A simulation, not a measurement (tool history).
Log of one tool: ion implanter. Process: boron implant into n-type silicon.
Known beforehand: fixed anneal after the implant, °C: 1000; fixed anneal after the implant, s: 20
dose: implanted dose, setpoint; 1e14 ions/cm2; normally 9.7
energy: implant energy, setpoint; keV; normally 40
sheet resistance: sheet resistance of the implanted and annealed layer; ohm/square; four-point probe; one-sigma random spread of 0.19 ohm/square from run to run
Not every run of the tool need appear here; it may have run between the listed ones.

run,hour,dose,energy,"read-back reference wafer on the same gauge, sheet resistance",sheet resistance
1,0,9.7,40,128.02,124.86
2,65.7,9.7,40,127.99,125.04
# hour 290.6: Faraday cup replaced and dose calibrated
3,364.6,9.7,40,128.02,123.79
4,411.6,9.7,40,127.99,124.36
5,447.7,9.7,40,128.01,123.97
6,527.9,9.7,40,127.99,123.8
7,569.5,9.7,40,128.02,124
8,740.7,9.7,40,128,123.93
9,825.1,9.7,50,128.01,123.23
10,869.4,9.7,50,128.03,123.16
11,971.9,9.7,32.5,128.01,125.86
12,1033.5,9.7,45,128.02,123.92
13,1075.7,9.7,45,127.98,124.27
14,1130.1,8.27,40,127.99,142.24
# hour 1161: gauge calibrated
# hour 1189.9: Faraday cup replaced and dose calibrated
15,1218.6,8.27,40,128.02,140.85
16,1287.5,11.48,40,128.04,107.8
17,1381.4,9.7,40,127.97,123.89
18,1433.7,12.26,46.5,128.01,101.72
19,1470,12.26,36,127.98,102.85
20,1527.8,10.84,45,128,112.6
# hour 1582.9: extraction supply calibrated
21,1583.4,7.97,28,127.97,148.74
22,1643.5,10.53,48,128,115.39
23,1700.2,9.7,40,128,124.25
24,1800.7,9.7,40,127.98,124.19
25,1852.5,10.84,45,127.96,112.99
26,1892.1,11.77,35,127.95,106.97
27,1932.8,7.72,27,127.99,154.34
# hour 1991.4: Faraday cup replaced and dose calibrated
28,1994.8,9.7,40,128.01,123.91
29,2196.6,11.62,40,128.02,106.64
30,2272.8,6.86,32.5,128.02,166.77
31,2359.1,7.49,47.5,127.99,151.3
32,2454.9,9.7,32,128,125.45
33,2533.2,12.02,40,128.04,104.43

List, for all runs, the conditions of the tool that the log does not record:
deviation of the true energy from its setpoint, %: 0 across all the runs
gauge reads high (%): 0 across all the runs
H1: deviation of the true dose from the Faraday cup's reading, %
run,H1
1,-0.798
2,-0.919
3,-0.188
4,-0.199
5,-0.212
6,-0.25
7,-0.277
8,-0.429
9,-0.531
10,-0.591
11,-0.749
12,-0.856
13,-0.935
14,-1.04
15,0.0215
16,0.0109
17,-0.0223
18,-0.0501
19,-0.0734
20,-0.117
21,-0.167
22,-0.229
23,-0.296
24,-0.434
25,-0.514
26,-0.58
27,-0.652
28,-0.0288
29,-0.0802
30,-0.126
31,-0.194
32,-0.291
33,-0.388

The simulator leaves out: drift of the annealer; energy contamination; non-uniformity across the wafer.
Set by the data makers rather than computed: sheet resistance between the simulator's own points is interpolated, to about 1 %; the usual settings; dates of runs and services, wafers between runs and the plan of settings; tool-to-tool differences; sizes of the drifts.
